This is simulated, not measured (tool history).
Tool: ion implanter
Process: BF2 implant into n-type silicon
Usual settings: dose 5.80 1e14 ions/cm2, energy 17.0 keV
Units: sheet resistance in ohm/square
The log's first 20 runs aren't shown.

run,hour,dose,energy,wafers since the last listed run,hours since the last dose calibration,hours since the extraction supply was calibrated,hours since the gauge calibration,"read-back reference wafer on the same gauge, sheet resistance",sheet resistance
21,261.9,7.09,23.0,379,31.5,6044.3,348.4,302.07,224.35
22,274.4,5.80,17.0,348,44.0,6056.8,360.9,302.03,275.22
23,288.2,5.80,13.5,385,57.8,6070.6,374.7,301.83,304.89
# hour 300.4: extraction supply calibrated
24,300.9,6.97,18.5,131,70.5,0.5,387.4,302.01,248.94
25,301.2,5.80,17.0,8,70.8,0.8,387.7,302.23,275.86
# hour 302.1: gauge calibrated
26,315.0,5.80,17.0,385,84.6,14.6,12.9,302.15,276.67
27,328.1,6.62,21.5,365,97.7,27.7,26.0,302.03,237.56
28,342.9,4.52,11.5,412,112.5,42.5,40.8,302.06,356.19
29,358.7,5.80,17.0,440,128.3,58.3,56.6,301.81,276.37
30,397.0,7.50,21.5,1068,166.6,96.6,94.9,301.96,226.68
31,406.8,5.80,17.0,273,176.4,106.4,104.7,302.13,276.70

Forecast each of these 5 alternatives for the next run:
A,407.2,5.80,18.5,11,176.8,106.8,105.1,?,?
B,407.2,6.63,22.5,11,176.8,106.8,105.1,?,?
C,407.2,5.02,20.0,11,176.8,106.8,105.1,?,?
D,407.2,7.25,21.0,11,176.8,106.8,105.1,?,?
E,407.2,7.14,11.5,11,176.8,106.8,105.1,?,?

run,"read-back reference wafer on the same gauge, sheet resistance",sheet resistance
A,301.91,267.13
B,301.91,232.69
C,301.91,279.50
D,301.91,231.57
E,301.91,307.93
Without the tool's hidden state the same runs would have given:
run,sheet resistance
A,267.13
B,232.69
C,279.50
D,231.57
E,307.93
